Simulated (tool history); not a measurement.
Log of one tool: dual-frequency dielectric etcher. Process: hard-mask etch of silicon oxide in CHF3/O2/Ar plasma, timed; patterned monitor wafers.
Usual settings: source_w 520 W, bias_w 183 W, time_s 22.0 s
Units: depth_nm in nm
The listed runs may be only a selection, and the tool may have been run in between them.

run,hour,source_w,bias_w,time_s,"read-back reference wafer on the same gauge, depth_nm",depth_nm
1,0.0,520,183,22.0,40.46,36.46
2,13.3,520,183,22.0,40.55,36.33
3,25.4,520,183,22.0,40.49,36.49
4,37.6,520,162,23.5,40.47,37.83
5,55.5,520,162,23.5,40.49,37.86
6,102.1,520,183,22.0,40.53,36.60
7,115.4,520,183,22.0,40.55,37.02
8,133.1,520,183,22.0,40.48,36.85
9,141.1,520,183,26.0,40.54,44.00
10,156.3,520,183,26.0,40.48,43.69
11,164.1,520,183,22.0,40.51,36.65
12,176.5,520,183,19.5,40.55,32.56
13,188.4,520,183,19.5,40.45,32.82
# hour 208.2: gauge calibrated
14,230.8,520,183,19.5,40.52,33.27
# hour 261.0: bias power generator calibrated
# hour 263.1: wet clean of the chamber
# hour 276.3: upper electrode replaced, of another model than before
15,276.8,520,183,22.0,40.47,35.49
16,277.1,520,161,22.0,40.54,34.55
17,277.5,520,183,22.0,40.50,35.41
18,277.8,520,183,26.0,40.56,41.70
19,302.4,520,183,19.5,40.51,31.26
20,314.5,430,221,16.0,40.48,23.74
# hour 320.8: source power generator calibrated
21,327.5,590,183,26.5,40.51,45.82
22,345.0,520,183,22.0,40.54,35.62
23,356.0,520,183,22.0,40.51,35.56
24,367.2,520,183,16.0,40.57,26.16
25,379.5,590,223,27.5,40.46,49.63
26,392.2,520,183,22.0,40.47,35.56
27,401.6,400,183,25.5,40.48,34.82
28,417.2,630,138,24.0,40.46,42.17
29,427.1,470,225,25.5,40.52,40.66
30,435.8,580,207,19.5,40.47,34.58
31,449.7,580,139,19.5,40.46,32.59

Each row is a separate what-if for the run after 31, all from the same tool condition, not one after another. Results?
A,450.1,520,183,22.0,?,?
B,450.1,460,183,26.5,?,?
C,450.1,640,183,22.0,?,?

run,"read-back reference wafer on the same gauge, depth_nm",depth_nm
A,40.53,35.85
B,40.53,39.99
C,40.53,40.38
What these runs would have given with no unlogged condition in the tool:
run,depth_nm
A,35.17
B,39.23
C,39.62
